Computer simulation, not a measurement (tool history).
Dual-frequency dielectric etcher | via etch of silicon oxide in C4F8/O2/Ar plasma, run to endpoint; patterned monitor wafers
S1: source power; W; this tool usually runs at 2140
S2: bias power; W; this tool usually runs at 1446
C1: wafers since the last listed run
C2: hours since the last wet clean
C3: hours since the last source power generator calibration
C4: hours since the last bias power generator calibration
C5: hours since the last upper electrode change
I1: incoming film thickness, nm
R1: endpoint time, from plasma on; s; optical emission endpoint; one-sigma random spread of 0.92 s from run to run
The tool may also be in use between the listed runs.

{"run": 1, "hour": 0.0, "S1": 2490, "S2": 1446, "C1": 0, "C2": 173.2, "C3": 3959.6, "C4": 4071.7, "C5": 2714.3, "I1": 1538.9, "R1": 282.4}
{"run": 2, "hour": 29.0, "S1": 2140, "S2": 1446, "C1": 109, "C2": 202.2, "C3": 3988.6, "C4": 4100.7, "C5": 2743.3, "I1": 1545.6, "R1": 307.6}
{"run": 3, "hour": 54.7, "S1": 2140, "S2": 1446, "C1": 96, "C2": 227.9, "C3": 4014.3, "C4": 4126.4, "C5": 2769, "I1": 1545.2, "R1": 306.4}
{"run": 4, "hour": 87.8, "S1": 2140, "S2": 1446, "C1": 124, "C2": 261, "C3": 4047.4, "C4": 4159.5, "C5": 2802.1, "I1": 1559.5, "R1": 311.3}
{"run": 5, "hour": 99.9, "S1": 2140, "S2": 1446, "C1": 45, "C2": 273.1, "C3": 4059.5, "C4": 4171.6, "C5": 2814.2, "I1": 1551.8, "R1": 308.7}
{"run": 6, "hour": 179.0, "S1": 2140, "S2": 1446, "C1": 297, "C2": 352.2, "C3": 4138.6, "C4": 4250.7, "C5": 2893.3, "I1": 1568.2, "R1": 312.2}
{"run": 7, "hour": 222.9, "S1": 2140, "S2": 1211, "C1": 165, "C2": 396.1, "C3": 4182.5, "C4": 4294.6, "C5": 2937.2, "I1": 1563.6, "R1": 325.2}
{"hour": 247.9, "done": "upper electrode replaced"}
{"run": 8, "hour": 311.8, "S1": 2140, "S2": 1604, "C1": 244, "C2": 485, "C3": 4271.4, "C4": 4383.5, "C5": 63.9, "I1": 1570.2, "R1": 305.6}
{"hour": 331.3, "done": "bias power generator calibrated"}
{"run": 9, "hour": 345.8, "S1": 2140, "S2": 1446, "C1": 112, "C2": 519, "C3": 4305.4, "C4": 14.5, "C5": 97.9, "I1": 1552.2, "R1": 310.4}
{"run": 10, "hour": 372.3, "S1": 2140, "S2": 1446, "C1": 99, "C2": 545.5, "C3": 4331.9, "C4": 41, "C5": 124.4, "I1": 1548, "R1": 310.3}
{"run": 11, "hour": 388.6, "S1": 2140, "S2": 1446, "C1": 61, "C2": 561.8, "C3": 4348.2, "C4": 57.3, "C5": 140.7, "I1": 1554.2, "R1": 312.2}
{"run": 12, "hour": 410.9, "S1": 2140, "S2": 1446, "C1": 83, "C2": 584.1, "C3": 4370.5, "C4": 79.6, "C5": 163, "I1": 1549.9, "R1": 312.7}
{"run": 13, "hour": 442.8, "S1": 2520, "S2": 1446, "C1": 120, "C2": 616, "C3": 4402.4, "C4": 111.5, "C5": 194.9, "I1": 1554.2, "R1": 289.6}
{"run": 14, "hour": 478.7, "S1": 2590, "S2": 1601, "C1": 135, "C2": 651.9, "C3": 4438.3, "C4": 147.4, "C5": 230.8, "I1": 1562.1, "R1": 278.2}
{"hour": 519.3, "done": "wet clean of the chamber"}
{"run": 15, "hour": 519.8, "S1": 2140, "S2": 1446, "C1": 64, "C2": 0.5, "C3": 4479.4, "C4": 188.5, "C5": 271.9, "I1": 1558.9, "R1": 309.3}
{"hour": 541.3, "done": "source power generator calibrated"}
{"run": 16, "hour": 541.9, "S1": 2140, "S2": 1446, "C1": 68, "C2": 22.6, "C3": 0.6, "C4": 210.6, "C5": 294, "I1": 1557, "R1": 306.6}
{"run": 17, "hour": 567.3, "S1": 1880, "S2": 1783, "C1": 95, "C2": 48, "C3": 26, "C4": 236, "C5": 319.4, "I1": 1556.1, "R1": 315.1}
{"run": 18, "hour": 581.3, "S1": 2140, "S2": 1446, "C1": 52, "C2": 62, "C3": 40, "C4": 250, "C5": 333.4, "I1": 1564.6, "R1": 310.5}
{"run": 19, "hour": 616.5, "S1": 1620, "S2": 1321, "C1": 132, "C2": 97.2, "C3": 75.2, "C4": 285.2, "C5": 368.6, "I1": 1562.2, "R1": 369}
{"run": 20, "hour": 633.1, "S1": 1660, "S2": 1719, "C1": 62, "C2": 113.8, "C3": 91.8, "C4": 301.8, "C5": 385.2, "I1": 1547.2, "R1": 336.8}
{"run": 21, "hour": 668.9, "S1": 1650, "S2": 1117, "C1": 134, "C2": 149.6, "C3": 127.6, "C4": 337.6, "C5": 421, "I1": 1554.1, "R1": 375.2}
{"run": 22, "hour": 686.8, "S1": 2000, "S2": 1566, "C1": 67, "C2": 167.5, "C3": 145.5, "C4": 355.5, "C5": 438.9, "I1": 1546.5, "R1": 312.7}
{"run": 23, "hour": 700.7, "S1": 2140, "S2": 1446, "C1": 52, "C2": 181.4, "C3": 159.4, "C4": 369.4, "C5": 452.8, "I1": 1548.2, "R1": 306.9}
{"run": 24, "hour": 729.6, "S1": 2500, "S2": 1240, "C1": 108, "C2": 210.3, "C3": 188.3, "C4": 398.3, "C5": 481.7, "I1": 1553.7, "R1": 294.7}
{"run": 25, "hour": 746.0, "S1": 1980, "S2": 1172, "C1": 61, "C2": 226.7, "C3": 204.7, "C4": 414.7, "C5": 498.1, "I1": 1562.1, "R1": 339.3}
{"run": 26, "hour": 758.1, "S1": 2630, "S2": 1446, "C1": 45, "C2": 238.8, "C3": 216.8, "C4": 426.8, "C5": 510.2, "I1": 1553.1, "R1": 277.7}

Forecast each of these 3 alternatives for the next run:
{"run": "A", "hour": 758.6, "S1": 2140, "S2": 1330, "C1": 1, "C2": 239.3, "C3": 217.3, "C4": 427.3, "C5": 510.7, "I1": 1538.9, "R1": "?"}
{"run": "B", "hour": 758.6, "S1": 2000, "S2": 1628, "C1": 1, "C2": 239.3, "C3": 217.3, "C4": 427.3, "C5": 510.7, "I1": 1538.9, "R1": "?"}
{"run": "C", "hour": 758.6, "S1": 2640, "S2": 1570, "C1": 1, "C2": 239.3, "C3": 217.3, "C4": 427.3, "C5": 510.7, "I1": 1538.9, "R1": "?"}

run=A R1=313.5
run=B R1=309.9
run=C R1=271.4
Without the tool's hidden state the same runs would have given:
run=A R1=311.1
run=B R1=307.5
run=C R1=269.3

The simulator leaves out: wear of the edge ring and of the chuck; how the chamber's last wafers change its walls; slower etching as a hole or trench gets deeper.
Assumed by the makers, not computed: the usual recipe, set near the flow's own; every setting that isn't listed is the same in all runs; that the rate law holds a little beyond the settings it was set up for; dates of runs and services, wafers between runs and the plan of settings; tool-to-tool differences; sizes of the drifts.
